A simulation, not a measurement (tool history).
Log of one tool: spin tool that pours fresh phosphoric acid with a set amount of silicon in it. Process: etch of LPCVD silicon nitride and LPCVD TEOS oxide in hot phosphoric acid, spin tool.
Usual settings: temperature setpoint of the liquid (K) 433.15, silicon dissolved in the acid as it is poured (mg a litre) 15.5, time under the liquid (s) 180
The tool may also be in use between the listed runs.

run	day	temperature setpoint of the liquid (K)	silicon dissolved in the acid as it is poured (mg a litre)	time under the liquid (s)	read-back film thickness of the LPCVD silicon nitride reference wafer, read on the same gauge (nm)	read-back film thickness of the LPCVD TEOS oxide reference wafer, read on the same gauge (nm)	thickness taken off the LPCVD silicon nitride on a monitor wafer (Å)	thickness taken off the LPCVD TEOS oxide on a monitor wafer (Å)
1	0.000	431.65	23.5	180	74.84	85.526	156.2	6.76
2	1.317	431.65	23.5	180	74.84	85.542	156.2	7.21
# day 3.192: heated supply line repaired
3	3.862	433.15	15.5	105	74.88	85.561	96.3	5.84
4	5.379	433.15	11.0	180	74.94	85.624	164.1	10.62
# day 6.604: gauge calibrated
5	7.912	433.15	11.0	180	70.59	80.667	154.6	10.90
6	9.350	433.15	10.0	220	70.86	80.995	190.9	13.45
7	11.242	433.15	15.5	180	71.20	81.394	154.9	10.52
8	13.029	433.15	15.5	180	71.56	81.727	156.5	9.68
9	15.533	434.65	11.5	220	71.90	82.199	201.6	14.52
10	17.492	431.65	23.5	180	72.17	82.526	147.8	7.72
# day 19.888: dissolved silicon flow meter replaced
11	24.038	433.15	5.5	90	72.97	83.415	80.4	6.00
12	25.388	434.65	15.5	85	73.13	83.569	80.3	5.30
13	27.104	433.15	15.5	180	73.30	83.751	159.2	9.95

Run 14 comes next. What will it give?
# day 28.667: thermometer replaced
14	28.783	433.15	5.5	270	?	?	?	?

{"run 14": {"read-back film thickness of the LPCVD silicon nitride reference wafer, read on the same gauge (nm)": 73.44, "read-back film thickness of the LPCVD TEOS oxide reference wafer, read on the same gauge (nm)": 83.955, "thickness taken off the LPCVD silicon nitride on a monitor wafer (Å)": 246.0, "thickness taken off the LPCVD TEOS oxide on a monitor wafer (Å)": 19.03}}
Without the tool's hidden state the same run would have given thickness taken off the LPCVD silicon nitride on a monitor wafer (Å) 234.4, thickness taken off the LPCVD TEOS oxide on a monitor wafer (Å) 18.13.
